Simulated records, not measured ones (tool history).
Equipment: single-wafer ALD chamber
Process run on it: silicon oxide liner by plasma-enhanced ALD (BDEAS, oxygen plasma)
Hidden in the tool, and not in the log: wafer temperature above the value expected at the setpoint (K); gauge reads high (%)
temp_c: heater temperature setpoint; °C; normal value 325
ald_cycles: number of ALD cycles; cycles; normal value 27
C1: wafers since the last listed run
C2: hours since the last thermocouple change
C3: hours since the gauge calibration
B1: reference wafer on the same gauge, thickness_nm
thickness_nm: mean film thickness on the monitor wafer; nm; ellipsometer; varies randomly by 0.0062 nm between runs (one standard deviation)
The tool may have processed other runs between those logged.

Run 1, day 0.000: usual settings; C1 0; C2 1981.0; C3 492.6; B1 2.753. Result: thickness_nm 2.560 nm.
Run 2, day 1.496: usual settings; C1 443; C2 2016.9; C3 528.5; B1 2.753. Result: thickness_nm 2.553 nm.
Run 3, day 2.200: usual settings; C1 208; C2 2033.8; C3 545.4; B1 2.753. Result: thickness_nm 2.548 nm.
Run 4, day 2.629: usual settings but ald_cycles 29 cycles; C1 127; C2 2044.1; C3 555.7; B1 2.753. Result: thickness_nm 2.736 nm.
Run 5, day 4.050: usual settings but ald_cycles 29 cycles; C1 421; C2 2078.2; C3 589.8; B1 2.754. Result: thickness_nm 2.725 nm.
Run 6, day 4.783: usual settings but ald_cycles 29 cycles; C1 217; C2 2095.8; C3 607.4; B1 2.753. Result: thickness_nm 2.742 nm.
Run 7, day 5.071: usual settings but ald_cycles 31 cycles; C1 85; C2 2102.7; C3 614.3; B1 2.754. Result: thickness_nm 2.924 nm.
Run 8, day 5.671: usual settings; C1 178; C2 2117.1; C3 628.7; B1 2.756. Result: thickness_nm 2.550 nm.
Run 9, day 6.417: usual settings; C1 221; C2 2135.0; C3 646.6; B1 2.756. Result: thickness_nm 2.559 nm.
Run 10, day 7.162: usual settings; C1 221; C2 2152.9; C3 664.5; B1 2.755. Result: thickness_nm 2.564 nm.
Run 11, day 7.421: usual settings but ald_cycles 30 cycles; C1 76; C2 2159.1; C3 670.7; B1 2.758. Result: thickness_nm 2.834 nm.
Run 12, day 7.800: usual settings but ald_cycles 30 cycles; C1 112; C2 2168.2; C3 679.8; B1 2.756. Result: thickness_nm 2.833 nm.
Run 13, day 9.038: usual settings but ald_cycles 30 cycles; C1 367; C2 2197.9; C3 709.5; B1 2.757. Result: thickness_nm 2.847 nm.
At day 9.596: gauge calibrated.
Run 14, day 9.658: usual settings; C1 184; C2 2212.8; C3 1.5; B1 2.678. Result: thickness_nm 2.485 nm.
Run 15, day 10.150: usual settings; C1 145; C2 2224.6; C3 13.3; B1 2.680. Result: thickness_nm 2.472 nm.
Run 16, day 10.800: usual settings; C1 192; C2 2240.2; C3 28.9; B1 2.685. Result: thickness_nm 2.478 nm.
Run 17, day 11.408: usual settings; C1 180; C2 2254.8; C3 43.5; B1 2.689. Result: thickness_nm 2.492 nm.
Run 18, day 12.112: usual settings; C1 208; C2 2271.7; C3 60.4; B1 2.694. Result: thickness_nm 2.488 nm.
Run 19, day 12.675: usual settings; C1 166; C2 2285.2; C3 73.9; B1 2.695. Result: thickness_nm 2.507 nm.
Run 20, day 13.154: usual settings but temp_c 337 °C, ald_cycles 25 cycles; C1 142; C2 2296.7; C3 85.4; B1 2.700. Result: thickness_nm 2.270 nm.
Run 21, day 14.662: usual settings but temp_c 338 °C, ald_cycles 22 cycles; C1 447; C2 2332.9; C3 121.6; B1 2.706. Result: thickness_nm 2.006 nm.
Run 22, day 15.221: usual settings but ald_cycles 30 cycles; C1 165; C2 2346.3; C3 135.0; B1 2.710. Result: thickness_nm 2.797 nm.
Run 23, day 15.775: usual settings but temp_c 314 °C; C1 164; C2 2359.6; C3 148.3; B1 2.713. Result: thickness_nm 2.557 nm.
Run 24, day 17.429: usual settings but temp_c 331 °C; C1 490; C2 2399.3; C3 188.0; B1 2.719. Result: thickness_nm 2.487 nm.
Run 25, day 18.158: usual settings but ald_cycles 24 cycles; C1 216; C2 2416.8; C3 205.5; B1 2.723. Result: thickness_nm 2.237 nm.
Run 26, day 18.900: usual settings but temp_c 321 °C; C1 220; C2 2434.6; C3 223.3; B1 2.725. Result: thickness_nm 2.534 nm.
Run 27, day 19.238: usual settings; C1 100; C2 2442.7; C3 231.4; B1 2.725. Result: thickness_nm 2.533 nm.
At day 19.779: thermocouple changed; heater temperature recalibrated.
Run 28, day 19.800: usual settings but ald_cycles 23 cycles; C1 68; C2 0.5; C3 244.9; B1 2.728. Result: thickness_nm 2.147 nm.
Run 29, day 20.008: usual settings but temp_c 319 °C, ald_cycles 25 cycles; C1 61; C2 5.5; C3 249.9; B1 2.727. Result: thickness_nm 2.368 nm.
Run 30, day 20.292: usual settings; C1 84; C2 12.3; C3 256.7; B1 2.728. Result: thickness_nm 2.535 nm.
Run 31, day 20.908: usual settings but temp_c 330 °C, ald_cycles 31 cycles; C1 182; C2 27.1; C3 271.5; B1 2.731. Result: thickness_nm 2.869 nm.
Run 32, day 21.262: usual settings but ald_cycles 25 cycles; C1 105; C2 35.6; C3 280.0; B1 2.730. Result: thickness_nm 2.353 nm.
Run 33, day 21.917: usual settings but temp_c 321 °C, ald_cycles 29 cycles; C1 194; C2 51.3; C3 295.7; B1 2.732. Result: thickness_nm 2.743 nm.
Run 34, day 22.633: usual settings but temp_c 339 °C, ald_cycles 29 cycles; C1 212; C2 68.5; C3 312.9; B1 2.732. Result: thickness_nm 2.654 nm.
Run 35, day 23.212: usual settings but temp_c 315 °C, ald_cycles 24 cycles; C1 171; C2 82.4; C3 326.8; B1 2.737. Result: thickness_nm 2.284 nm.
Run 36, day 23.683: usual settings but temp_c 337 °C; C1 139; C2 93.7; C3 338.1; B1 2.737. Result: thickness_nm 2.485 nm.
Run 37, day 25.846: usual settings; C1 641; C2 145.6; C3 390.0; B1 2.738. Result: thickness_nm 2.544 nm.

For each run, what was the tool's unlogged condition?
wafer temperature above the value expected at the setpoint (K): 0 across all the runs
H1: gauge reads high (%)
run       H1
  1     2.65
  2      2.7
  3     2.72
  4     2.73
  5     2.77
  6     2.79
  7     2.79
  8     2.81
  9     2.82
 10     2.83
 11     2.84
 12     2.84
 13     2.86
 14   -0.141
 15  0.00363
 16    0.184
 17    0.341
 18    0.512
 19     0.64
 20    0.743
 21     1.04
 22     1.13
 23     1.23
 24     1.47
 25     1.56
 26     1.65
 27     1.69
 28     1.75
 29     1.78
 30      1.8
 31     1.86
 32      1.9
 33     1.95
 34     2.01
 35     2.06
 36     2.09
 37     2.23

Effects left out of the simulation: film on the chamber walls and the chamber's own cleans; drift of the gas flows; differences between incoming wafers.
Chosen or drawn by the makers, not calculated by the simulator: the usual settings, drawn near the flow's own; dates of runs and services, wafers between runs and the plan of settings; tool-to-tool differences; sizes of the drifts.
